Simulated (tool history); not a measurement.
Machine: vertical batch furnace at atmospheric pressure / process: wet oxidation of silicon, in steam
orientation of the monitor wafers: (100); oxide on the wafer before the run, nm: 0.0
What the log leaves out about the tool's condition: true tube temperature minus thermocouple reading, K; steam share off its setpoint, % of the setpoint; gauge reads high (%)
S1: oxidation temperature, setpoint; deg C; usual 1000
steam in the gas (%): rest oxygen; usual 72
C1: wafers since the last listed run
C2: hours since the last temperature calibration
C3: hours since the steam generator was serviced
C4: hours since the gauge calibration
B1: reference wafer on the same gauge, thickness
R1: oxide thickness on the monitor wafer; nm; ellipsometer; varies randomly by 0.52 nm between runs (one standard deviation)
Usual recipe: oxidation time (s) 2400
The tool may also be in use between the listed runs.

{"run": 1, "day": 0.0, "S1": 1000, "oxidation time (s)": 2400, "steam in the gas (%)": 72, "C1": 0, "C2": 4013.6, "C3": 1278.8, "C4": 26.4, "B1": 286, "R1": 231.72}
{"run": 2, "day": 0.638, "S1": 1000, "oxidation time (s)": 2400, "steam in the gas (%)": 72, "C1": 196, "C2": 4028.9, "C3": 1294.1, "C4": 41.7, "B1": 286, "R1": 231.69}
{"run": 3, "day": 1.121, "S1": 1000, "oxidation time (s)": 2400, "steam in the gas (%)": 72, "C1": 148, "C2": 4040.5, "C3": 1305.7, "C4": 53.3, "B1": 285.97, "R1": 230.1}
{"run": 4, "day": 1.5, "S1": 1000, "oxidation time (s)": 2400, "steam in the gas (%)": 72, "C1": 116, "C2": 4049.6, "C3": 1314.8, "C4": 62.4, "B1": 285.97, "R1": 231.44}
{"run": 5, "day": 2.004, "S1": 1000, "oxidation time (s)": 3210, "steam in the gas (%)": 72, "C1": 155, "C2": 4061.7, "C3": 1326.9, "C4": 74.5, "B1": 285.93, "R1": 285.22}
{"day": 3.292, "done": "thermocouples replaced and temperature profile calibrated"}
{"day": 4.05, "done": "steam generator serviced"}
{"run": 6, "day": 4.071, "S1": 1000, "oxidation time (s)": 3210, "steam in the gas (%)": 72, "C1": 94, "C2": 18.7, "C3": 0.5, "C4": 124.1, "B1": 286.03, "R1": 277.33}
{"run": 7, "day": 4.283, "S1": 1000, "oxidation time (s)": 2400, "steam in the gas (%)": 63, "C1": 65, "C2": 23.8, "C3": 5.6, "C4": 129.2, "B1": 285.95, "R1": 201.42}
{"run": 8, "day": 4.5, "S1": 1000, "oxidation time (s)": 2400, "steam in the gas (%)": 72, "C1": 61, "C2": 29, "C3": 10.8, "C4": 134.4, "B1": 286.01, "R1": 222.65}
{"run": 9, "day": 4.712, "S1": 1000, "oxidation time (s)": 2400, "steam in the gas (%)": 72, "C1": 0, "C2": 34.1, "C3": 15.9, "C4": 139.5, "B1": 286.04, "R1": 223.11}
{"day": 5.483, "done": "steam generator serviced, repeated, since the last time left the tool worse"}
{"run": 10, "day": 5.504, "S1": 1000, "oxidation time (s)": 2400, "steam in the gas (%)": 60, "C1": 6, "C2": 53.1, "C3": 0.5, "C4": 158.5, "B1": 285.98, "R1": 209.38}
{"run": 11, "day": 6.025, "S1": 1000, "oxidation time (s)": 1620, "steam in the gas (%)": 72, "C1": 160, "C2": 65.6, "C3": 13, "C4": 171, "B1": 285.9, "R1": 177.87}
{"day": 6.621, "done": "gauge calibrated"}
{"run": 12, "day": 6.912, "S1": 976, "oxidation time (s)": 2400, "steam in the gas (%)": 72, "C1": 273, "C2": 86.9, "C3": 34.3, "C4": 7, "B1": 285.91, "R1": 191.1}
{"run": 13, "day": 7.712, "S1": 992, "oxidation time (s)": 3330, "steam in the gas (%)": 75, "C1": 246, "C2": 106.1, "C3": 53.5, "C4": 26.2, "B1": 285.93, "R1": 293.12}
{"run": 14, "day": 8.271, "S1": 1012, "oxidation time (s)": 2400, "steam in the gas (%)": 72, "C1": 171, "C2": 119.5, "C3": 66.9, "C4": 39.6, "B1": 286.04, "R1": 264.45}
{"run": 15, "day": 8.65, "S1": 1000, "oxidation time (s)": 3270, "steam in the gas (%)": 69, "C1": 116, "C2": 128.6, "C3": 76, "C4": 48.7, "B1": 285.97, "R1": 290.63}

Selected run-to-run steps in R1, each split into two signed amounts: the part the tool would show with no hidden state at all (from settings, incoming material and random variation), and the remainder, which goes to the hidden state together with any gauge scatter not common to the measured and the hidden-state-free results:
Run 9 -> 10: steam in the gas (%) 72 -> 60, steam generator serviced, repeated, since the last time left the tool worse. R1 -13.73 nm: hidden state +17.77, all else -31.5.
Run 12 -> 13: S1 976 -> 992, oxidation time (s) 2400 -> 3330, steam in the gas (%) 72 -> 75. R1 +102.02 nm: hidden state -1.15, all else +103.17.

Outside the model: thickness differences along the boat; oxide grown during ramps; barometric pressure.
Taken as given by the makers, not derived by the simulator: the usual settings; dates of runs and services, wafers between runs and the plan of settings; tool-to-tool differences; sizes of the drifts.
